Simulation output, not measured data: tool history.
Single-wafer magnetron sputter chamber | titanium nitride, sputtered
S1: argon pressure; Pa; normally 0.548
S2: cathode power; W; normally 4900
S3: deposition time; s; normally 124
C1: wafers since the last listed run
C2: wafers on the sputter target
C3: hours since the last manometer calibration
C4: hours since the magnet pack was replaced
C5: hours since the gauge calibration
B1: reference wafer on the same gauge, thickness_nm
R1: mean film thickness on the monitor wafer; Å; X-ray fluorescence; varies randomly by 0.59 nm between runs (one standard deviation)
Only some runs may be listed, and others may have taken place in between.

{"run": 1, "hour": 0.0, "S1": 0.387, "S2": 4900, "S3": 137, "C1": 0, "C2": 3128, "C3": 1446.2, "C4": 11943.2, "C5": 247.2, "B1": 111.928, "R1": 1376.76}
{"run": 2, "hour": 104.8, "S1": 0.387, "S2": 4900, "S3": 137, "C1": 1512, "C2": 4640, "C3": 1551, "C4": 12048, "C5": 352, "B1": 112.417, "R1": 1367.86}
{"run": 3, "hour": 131.1, "S1": 0.548, "S2": 4900, "S3": 124, "C1": 379, "C2": 5020, "C3": 1577.3, "C4": 12074.3, "C5": 378.3, "B1": 112.469, "R1": 1180.94}
{"run": 4, "hour": 158.4, "S1": 0.548, "S2": 4900, "S3": 124, "C1": 393, "C2": 5414, "C3": 1604.6, "C4": 12101.6, "C5": 405.6, "B1": 112.433, "R1": 1168.09}
{"run": 5, "hour": 181.0, "S1": 0.548, "S2": 4900, "S3": 124, "C1": 326, "C2": 5740, "C3": 1627.2, "C4": 12124.2, "C5": 428.2, "B1": 112.45, "R1": 1165.78}
{"run": 6, "hour": 242.4, "S1": 0.548, "S2": 4900, "S3": 124, "C1": 886, "C2": 6626, "C3": 1688.6, "C4": 12185.6, "C5": 489.6, "B1": 112.393, "R1": 1182.24}
{"hour": 259.5, "done": "magnet pack replaced"}
{"hour": 270.3, "done": "sputter target and shields replaced"}
{"run": 7, "hour": 270.8, "S1": 0.548, "S2": 4900, "S3": 124, "C1": 178, "C2": 7, "C3": 1717, "C4": 11.3, "C5": 518, "B1": 112.598, "R1": 1172.77}
{"run": 8, "hour": 295.2, "S1": 0.548, "S2": 4900, "S3": 124, "C1": 352, "C2": 359, "C3": 1741.4, "C4": 35.7, "C5": 542.4, "B1": 112.737, "R1": 1174.75}
{"run": 9, "hour": 322.7, "S1": 0.706, "S2": 4900, "S3": 140, "C1": 396, "C2": 756, "C3": 1768.9, "C4": 63.2, "C5": 569.9, "B1": 112.688, "R1": 1241.49}
{"run": 10, "hour": 339.4, "S1": 0.706, "S2": 4900, "S3": 140, "C1": 241, "C2": 997, "C3": 1785.6, "C4": 79.9, "C5": 586.6, "B1": 112.967, "R1": 1237.89}
{"run": 11, "hour": 380.1, "S1": 0.706, "S2": 4900, "S3": 140, "C1": 587, "C2": 1584, "C3": 1826.3, "C4": 120.6, "C5": 627.3, "B1": 112.956, "R1": 1247.2}
{"run": 12, "hour": 410.1, "S1": 0.548, "S2": 4900, "S3": 124, "C1": 432, "C2": 2017, "C3": 1856.3, "C4": 150.6, "C5": 657.3, "B1": 112.992, "R1": 1168.34}
{"hour": 431.5, "done": "capacitance manometer re-zeroed and calibrated"}
{"run": 13, "hour": 432.0, "S1": 0.548, "S2": 5750, "S3": 124, "C1": 200, "C2": 2218, "C3": 0.5, "C4": 172.5, "C5": 679.2, "B1": 113.158, "R1": 1376.6}
{"run": 14, "hour": 453.1, "S1": 0.548, "S2": 4900, "S3": 124, "C1": 304, "C2": 2522, "C3": 21.6, "C4": 193.6, "C5": 700.3, "B1": 113.084, "R1": 1171.98}
{"run": 15, "hour": 479.7, "S1": 0.729, "S2": 4900, "S3": 115, "C1": 383, "C2": 2906, "C3": 48.2, "C4": 220.2, "C5": 726.9, "B1": 112.987, "R1": 1017.17}
{"run": 16, "hour": 492.9, "S1": 0.548, "S2": 5850, "S3": 143, "C1": 190, "C2": 3097, "C3": 61.4, "C4": 233.4, "C5": 740.1, "B1": 113.007, "R1": 1606.73}
{"hour": 508.4, "done": "gauge calibrated"}
{"run": 17, "hour": 509.8, "S1": 0.548, "S2": 4900, "S3": 143, "C1": 243, "C2": 3341, "C3": 78.3, "C4": 250.3, "C5": 1.4, "B1": 109.442, "R1": 1310.28}
{"run": 18, "hour": 527.8, "S1": 0.479, "S2": 4050, "S3": 111, "C1": 259, "C2": 3601, "C3": 96.3, "C4": 268.3, "C5": 19.4, "B1": 109.937, "R1": 874.33}
{"run": 19, "hour": 552.6, "S1": 0.548, "S2": 3950, "S3": 124, "C1": 357, "C2": 3958, "C3": 121.1, "C4": 293.1, "C5": 44.2, "B1": 110.026, "R1": 915.17}
{"run": 20, "hour": 566.4, "S1": 0.548, "S2": 4900, "S3": 124, "C1": 199, "C2": 4158, "C3": 134.9, "C4": 306.9, "C5": 58, "B1": 110.089, "R1": 1147.41}
{"run": 21, "hour": 597.9, "S1": 0.725, "S2": 3700, "S3": 124, "C1": 454, "C2": 4612, "C3": 166.4, "C4": 338.4, "C5": 89.5, "B1": 110.528, "R1": 817.76}
{"run": 22, "hour": 612.0, "S1": 0.548, "S2": 4900, "S3": 124, "C1": 203, "C2": 4816, "C3": 180.5, "C4": 352.5, "C5": 103.6, "B1": 110.605, "R1": 1156.34}
{"run": 23, "hour": 669.0, "S1": 0.548, "S2": 4900, "S3": 124, "C1": 822, "C2": 5638, "C3": 237.5, "C4": 409.5, "C5": 160.6, "B1": 111.238, "R1": 1148.43}
{"run": 24, "hour": 703.0, "S1": 0.711, "S2": 4900, "S3": 124, "C1": 490, "C2": 6129, "C3": 271.5, "C4": 443.5, "C5": 194.6, "B1": 111.411, "R1": 1086.69}
{"run": 25, "hour": 724.5, "S1": 0.548, "S2": 4900, "S3": 113, "C1": 310, "C2": 6439, "C3": 293, "C4": 465, "C5": 216.1, "B1": 111.524, "R1": 1048.09}
{"run": 26, "hour": 750.3, "S1": 0.548, "S2": 4900, "S3": 124, "C1": 372, "C2": 6812, "C3": 318.8, "C4": 490.8, "C5": 241.9, "B1": 111.866, "R1": 1153.3}
{"run": 27, "hour": 765.2, "S1": 0.548, "S2": 5750, "S3": 100, "C1": 215, "C2": 7027, "C3": 333.7, "C4": 505.7, "C5": 256.8, "B1": 111.799, "R1": 1102.27}
{"hour": 780.1, "done": "sputter target and shields replaced"}
{"run": 28, "hour": 782.9, "S1": 0.548, "S2": 4600, "S3": 113, "C1": 139, "C2": 39, "C3": 351.4, "C4": 523.4, "C5": 274.5, "B1": 111.837, "R1": 1006.16}

Here are 5 independent what-if runs from the current tool condition. What would each one return?
{"run": "A", "hour": 783.3, "S1": 0.548, "S2": 4900, "S3": 124, "C1": 5, "C2": 45, "C3": 351.8, "C4": 523.8, "C5": 274.9, "B1": "?", "R1": "?"}
{"run": "B", "hour": 783.3, "S1": 0.445, "S2": 3800, "S3": 142, "C1": 5, "C2": 45, "C3": 351.8, "C4": 523.8, "C5": 274.9, "B1": "?", "R1": "?"}
{"run": "C", "hour": 783.3, "S1": 0.696, "S2": 6050, "S3": 124, "C1": 5, "C2": 45, "C3": 351.8, "C4": 523.8, "C5": 274.9, "B1": "?", "R1": "?"}
{"run": "D", "hour": 783.3, "S1": 0.352, "S2": 4450, "S3": 114, "C1": 5, "C2": 45, "C3": 351.8, "C4": 523.8, "C5": 274.9, "B1": "?", "R1": "?"}
{"run": "E", "hour": 783.3, "S1": 0.548, "S2": 4050, "S3": 104, "C1": 5, "C2": 45, "C3": 351.8, "C4": 523.8, "C5": 274.9, "B1": "?", "R1": "?"}

run=A B1=111.714 R1=1160.93
run=B B1=111.714 R1=1078.27
run=C B1=111.714 R1=1350.28
run=D B1=111.714 R1=1048.57
run=E B1=111.714 R1=807.49
What these runs would have given with no unlogged condition in the tool:
run=A R1=1141.87
run=B R1=1060.56
run=C R1=1328.1
run=D R1=1031.35
run=E R1=794.23
